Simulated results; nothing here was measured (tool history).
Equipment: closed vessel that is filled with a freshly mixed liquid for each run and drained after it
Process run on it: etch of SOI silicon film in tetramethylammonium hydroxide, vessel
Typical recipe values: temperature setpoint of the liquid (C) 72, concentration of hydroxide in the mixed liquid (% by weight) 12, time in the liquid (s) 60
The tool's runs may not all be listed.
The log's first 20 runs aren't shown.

run,hour,temperature setpoint of the liquid (C),concentration of hydroxide in the mixed liquid (% by weight),time in the liquid (s),wafers since the last listed run,hours since the thermometer was replaced,hours since the hydroxide flow meter was replaced,hours since the gauge calibration,"read-back film thickness of the SOI silicon film reference wafer, read on the same gauge (nm)",thickness taken off the SOI silicon film on a monitor wafer (nm)
21,290.1,64.5,15,45,2267,220.8,88.4,271.5,139.94,197.27
22,303.9,72,12,50,1968,234.6,102.2,285.3,139.94,379.6
23,310.2,68.5,12,60,898,240.9,108.5,291.6,140.02,371.23
24,320.2,72,10.5,85,1426,250.9,118.5,301.6,139.99,677.83
25,332.3,72,12,60,1725,263,130.6,313.7,140.01,454.34
26,347,67,12,30,2096,277.7,145.3,328.4,140.04,169.25
27,357.9,65,10.5,85,1554,288.6,156.2,339.3,140,447.48
28,368.3,72,12,95,1483,299,166.6,349.7,140,719.14
29,377.1,72,12,60,1255,307.8,175.4,358.5,139.98,454.51
30,392.4,70,12,60,2182,323.1,190.7,373.8,139.96,406.39
31,406.9,70,12,60,2067,337.6,205.2,388.3,140.06,407.16
32,417.7,65.5,12,60,1540,348.4,216,399.1,139.99,310.54
33,431.2,68,9.5,75,1925,361.9,229.5,412.6,140,489.16

Below are 5 alternative next runs, each starting from the tool's condition after run 33. Predict each:
A,431.9,72,13,60,99,362.6,230.2,413.3,?,?
B,431.9,72,9.5,70,99,362.6,230.2,413.3,?,?
C,431.9,66,12,80,99,362.6,230.2,413.3,?,?
D,431.9,72,12,75,99,362.6,230.2,413.3,?,?
E,431.9,67.5,12,45,99,362.6,230.2,413.3,?,?

run,"read-back film thickness of the SOI silicon film reference wafer, read on the same gauge (nm)",thickness taken off the SOI silicon film on a monitor wafer (nm)
A,140,439.03
B,140,577.28
C,140,424.52
D,140,567.51
E,140,261.25
Stripped of hidden state, with their random variation kept, the same runs would have yielded:
run,thickness taken off the SOI silicon film on a monitor wafer (nm)
A,441.43
B,581.11
C,427.44
D,571.12
E,263.01

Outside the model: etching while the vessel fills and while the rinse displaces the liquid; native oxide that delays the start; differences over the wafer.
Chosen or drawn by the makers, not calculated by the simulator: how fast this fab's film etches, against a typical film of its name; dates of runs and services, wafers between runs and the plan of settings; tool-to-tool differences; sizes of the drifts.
